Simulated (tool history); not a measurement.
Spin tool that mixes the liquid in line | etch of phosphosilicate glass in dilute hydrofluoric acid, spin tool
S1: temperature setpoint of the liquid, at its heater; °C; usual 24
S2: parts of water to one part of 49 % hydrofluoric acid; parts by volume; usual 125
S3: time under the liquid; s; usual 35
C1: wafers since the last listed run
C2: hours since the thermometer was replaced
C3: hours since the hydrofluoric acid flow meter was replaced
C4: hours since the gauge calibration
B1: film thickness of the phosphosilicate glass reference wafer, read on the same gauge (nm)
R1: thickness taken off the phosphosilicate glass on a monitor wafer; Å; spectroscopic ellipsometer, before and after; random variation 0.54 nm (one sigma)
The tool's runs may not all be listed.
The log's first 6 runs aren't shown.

{"run": 7, "hour": 125.4, "S1": 22, "S2": 125, "S3": 35, "C1": 343, "C2": 953.9, "C3": 1051.3, "C4": 601.1, "B1": 78.75, "R1": 517.6}
{"hour": 144.4, "done": "hydrofluoric acid flow meter replaced"}
{"run": 8, "hour": 158.7, "S1": 24, "S2": 125, "S3": 40, "C1": 571, "C2": 987.2, "C3": 14.3, "C4": 634.4, "B1": 78.57, "R1": 632.3}
{"run": 9, "hour": 175.3, "S1": 21, "S2": 75, "S3": 35, "C1": 293, "C2": 1003.8, "C3": 30.9, "C4": 651, "B1": 78.48, "R1": 862.7}
{"run": 10, "hour": 195.1, "S1": 21.5, "S2": 75, "S3": 50, "C1": 350, "C2": 1023.6, "C3": 50.7, "C4": 670.8, "B1": 78.39, "R1": 1258.3}
{"run": 11, "hour": 220.6, "S1": 24, "S2": 125, "S3": 35, "C1": 451, "C2": 1049.1, "C3": 76.2, "C4": 696.3, "B1": 78.28, "R1": 555}
{"hour": 240.1, "done": "thermometer replaced"}
{"run": 12, "hour": 242.3, "S1": 21, "S2": 85, "S3": 35, "C1": 366, "C2": 2.2, "C3": 97.9, "C4": 718, "B1": 78.19, "R1": 756.7}
{"run": 13, "hour": 258.1, "S1": 28, "S2": 75, "S3": 40, "C1": 279, "C2": 18, "C3": 113.7, "C4": 733.8, "B1": 78.12, "R1": 1317.6}
{"run": 14, "hour": 277.8, "S1": 21.5, "S2": 75, "S3": 50, "C1": 348, "C2": 37.7, "C3": 133.4, "C4": 753.5, "B1": 78.04, "R1": 1239.7}
{"run": 15, "hour": 310.8, "S1": 27, "S2": 85, "S3": 15, "C1": 584, "C2": 70.7, "C3": 166.4, "C4": 786.5, "B1": 77.88, "R1": 418.9}
{"run": 16, "hour": 328.1, "S1": 24, "S2": 155, "S3": 35, "C1": 306, "C2": 88, "C3": 183.7, "C4": 803.8, "B1": 77.75, "R1": 424.7}
{"run": 17, "hour": 351.0, "S1": 28, "S2": 175, "S3": 35, "C1": 405, "C2": 110.9, "C3": 206.6, "C4": 826.7, "B1": 77.63, "R1": 428.2}
{"run": 18, "hour": 368.6, "S1": 24, "S2": 65, "S3": 35, "C1": 311, "C2": 128.5, "C3": 224.2, "C4": 844.3, "B1": 77.59, "R1": 1133}
{"hour": 377.2, "done": "gauge calibrated"}
{"run": 19, "hour": 382.3, "S1": 24, "S2": 125, "S3": 35, "C1": 242, "C2": 142.2, "C3": 237.9, "C4": 5.1, "B1": 80.37, "R1": 570.7}
{"run": 20, "hour": 405.5, "S1": 21.5, "S2": 75, "S3": 35, "C1": 410, "C2": 165.4, "C3": 261.1, "C4": 28.3, "B1": 80.43, "R1": 895.5}
{"run": 21, "hour": 425.8, "S1": 28, "S2": 175, "S3": 35, "C1": 359, "C2": 185.7, "C3": 281.4, "C4": 48.6, "B1": 80.38, "R1": 452.7}

Forecast run 22:
{"run": 22, "hour": 448.3, "S1": 29, "S2": 125, "S3": 35, "C1": 398, "C2": 208.2, "C3": 303.9, "C4": 71.1, "B1": "?", "R1": "?"}

Run 22 gave B1 80.38, R1 688.5 Å.
Without the tool's hidden state the same run would have given R1 685.4 Å.
